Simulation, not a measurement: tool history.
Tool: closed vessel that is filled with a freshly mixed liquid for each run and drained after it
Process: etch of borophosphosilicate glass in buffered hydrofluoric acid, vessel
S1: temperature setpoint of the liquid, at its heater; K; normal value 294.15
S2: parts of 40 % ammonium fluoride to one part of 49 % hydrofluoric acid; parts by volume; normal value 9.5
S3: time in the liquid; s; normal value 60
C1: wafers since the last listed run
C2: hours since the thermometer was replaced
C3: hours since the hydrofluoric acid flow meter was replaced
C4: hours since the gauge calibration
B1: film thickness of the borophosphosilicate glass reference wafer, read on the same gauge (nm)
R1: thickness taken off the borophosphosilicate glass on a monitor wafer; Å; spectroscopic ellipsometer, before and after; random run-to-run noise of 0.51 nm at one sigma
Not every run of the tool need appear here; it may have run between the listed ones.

run	day	S1	S2	S3	C1	C2	C3	C4	B1	R1
1	0.000	292.65	9.5	60	0	1111.9	1282.7	74.4	60.01	964.4
2	0.467	292.65	9.5	60	1487	1123.1	1293.9	85.6	60.02	953.8
3	1.083	294.15	9.5	55	1965	1137.9	1308.7	100.4	59.99	955.1
4	1.692	294.15	9.5	60	1939	1152.5	1323.3	115.0	60.00	1047.4
5	2.275	294.15	9.5	60	1859	1166.5	1337.3	129.0	60.00	1037.3
6	2.892	294.15	9.5	60	1965	1181.3	1352.1	143.8	60.00	1038.3
7	3.488	294.15	9.5	60	1899	1195.6	1366.4	158.1	59.96	1034.6
8	4.100	294.15	9.5	60	1952	1210.3	1381.1	172.8	59.99	1043.2
9	4.671	294.15	9.5	60	1819	1224.0	1394.8	186.5	59.99	1036.7
10	5.304	294.15	9.5	60	2018	1239.2	1410.0	201.7	59.98	1045.3
11	6.000	294.15	9.5	85	2218	1255.9	1426.7	218.4	59.97	1475.9
# day 6.083: gauge calibrated
12	6.738	294.15	9.5	85	2351	1273.6	1444.4	15.7	60.03	1470.0
13	7.404	294.15	9.5	60	2125	1289.6	1460.4	31.7	59.96	1051.5
# day 7.496: thermometer replaced
14	8.042	294.15	11.5	60	1899	13.1	1475.7	47.0	60.00	755.2
# day 8.400: hydrofluoric acid flow meter replaced
15	8.496	297.65	5.5	95	1314	24.0	2.3	57.9	59.98	3277.4
16	9.050	294.15	12.5	60	1766	37.3	15.6	71.2	59.99	793.5
17	9.608	294.15	9.5	60	1779	50.7	29.0	84.6	59.99	1018.1
18	10.088	294.15	9.5	30	1527	62.2	40.5	96.1	60.00	516.2
19	10.662	291.65	13.0	80	1833	76.0	54.3	109.9	60.03	892.5
20	11.092	298.65	9.5	60	1368	86.3	64.6	120.2	59.99	1302.2
21	11.708	294.15	11.5	60	1965	101.1	79.4	135.0	60.05	854.3
22	12.225	290.15	12.5	45	1647	113.5	91.8	147.4	59.98	478.1
23	12.558	294.15	8.5	30	1062	121.5	99.8	155.4	60.00	554.0
24	12.883	294.15	9.5	60	1036	129.3	107.6	163.2	60.01	1026.4

Each row is a separate what-if for the run after 24, all from the same tool condition, not one after another. Results?
A	12.912	294.15	9.5	60	92	130.0	108.3	163.9	?	?
B	12.912	298.65	6.5	40	92	130.0	108.3	163.9	?	?
C	12.912	299.15	9.5	75	92	130.0	108.3	163.9	?	?
D	12.912	296.15	12.0	60	92	130.0	108.3	163.9	?	?
E	12.912	294.15	7.5	85	92	130.0	108.3	163.9	?	?

run	B1	R1
A	60.01	1028.2
B	60.01	1261.9
C	60.01	1683.2
D	60.01	918.0
E	60.01	1815.8
Take away the tool's hidden state, keep each run's random variation, and the runs would have read:
run	R1
A	1030.8
B	1275.3
C	1688.3
D	930.2
E	1846.1
